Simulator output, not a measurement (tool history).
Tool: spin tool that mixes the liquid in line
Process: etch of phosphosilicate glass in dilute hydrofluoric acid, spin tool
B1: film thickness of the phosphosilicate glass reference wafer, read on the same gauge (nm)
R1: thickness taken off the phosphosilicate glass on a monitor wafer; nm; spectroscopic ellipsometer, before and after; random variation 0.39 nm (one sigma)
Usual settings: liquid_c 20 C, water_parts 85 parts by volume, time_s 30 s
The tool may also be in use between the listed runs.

run 1 day=0 | liquid_c=20 water_parts=85 time_s=30 | B1=89.99 | R1=45.88
run 2 day=0.542 | liquid_c=20 water_parts=85 time_s=30 | B1=90 | R1=45.75
run 3 day=1.938 | liquid_c=20 water_parts=85 time_s=15 | B1=89.99 | R1=22.9
run 4 day=3.279 | liquid_c=21.5 water_parts=85 time_s=30 | B1=89.99 | R1=48.35
run 5 day=5.712 | liquid_c=21.5 water_parts=85 time_s=30 | B1=89.99 | R1=47.41
run 6 day=6.908 | liquid_c=20 water_parts=85 time_s=25 | B1=89.99 | R1=37.81
-- day=7.083 gauge calibrated
run 7 day=7.692 | liquid_c=20 water_parts=85 time_s=25 | B1=90.01 | R1=37.18
-- day=8.217 thermometer replaced
run 8 day=8.325 | liquid_c=20 water_parts=85 time_s=25 | B1=90.01 | R1=37.26
run 9 day=9.821 | liquid_c=20 water_parts=85 time_s=30 | B1=90.01 | R1=44.57
run 10 day=10.908 | liquid_c=17 water_parts=85 time_s=45 | B1=89.99 | R1=58.85
-- day=11.183 hydrofluoric acid flow meter replaced
run 11 day=11.579 | liquid_c=20 water_parts=85 time_s=30 | B1=89.98 | R1=48.06
run 12 day=12.783 | liquid_c=22 water_parts=85 time_s=15 | B1=89.99 | R1=26.47
run 13 day=13.662 | liquid_c=22.5 water_parts=105 time_s=15 | B1=90 | R1=21.34
run 14 day=15.038 | liquid_c=17.5 water_parts=65 time_s=40 | B1=90 | R1=76.28
run 15 day=15.775 | liquid_c=20 water_parts=85 time_s=30 | B1=90 | R1=48.49
run 16 day=16.992 | liquid_c=20 water_parts=95 time_s=50 | B1=90 | R1=70.51
run 17 day=17.638 | liquid_c=17.5 water_parts=120 time_s=15 | B1=89.98 | R1=14.57
run 18 day=18.654 | liquid_c=20 water_parts=85 time_s=30 | B1=90 | R1=47.11

The same runs without the tool's hidden state, with the same run-to-run variation:
The hidden state here: liquid colder than its thermometer reads (K); hydrofluoric acid flow below the setpoint (%); gauge reads high (%).
run=1 R1=48.84
run=2 R1=48.8
run=3 R1=24.53
run=4 R1=52.05
run=5 R1=51.44
run=6 R1=41.18
run=7 R1=40.6
run=8 R1=40.78
run=9 R1=49.03
run=10 R1=64.92
run=11 R1=48.72
run=12 R1=26.94
run=13 R1=21.78
run=14 R1=78.13
run=15 R1=49.81
run=16 R1=72.73
run=17 R1=15.07
run=18 R1=48.84

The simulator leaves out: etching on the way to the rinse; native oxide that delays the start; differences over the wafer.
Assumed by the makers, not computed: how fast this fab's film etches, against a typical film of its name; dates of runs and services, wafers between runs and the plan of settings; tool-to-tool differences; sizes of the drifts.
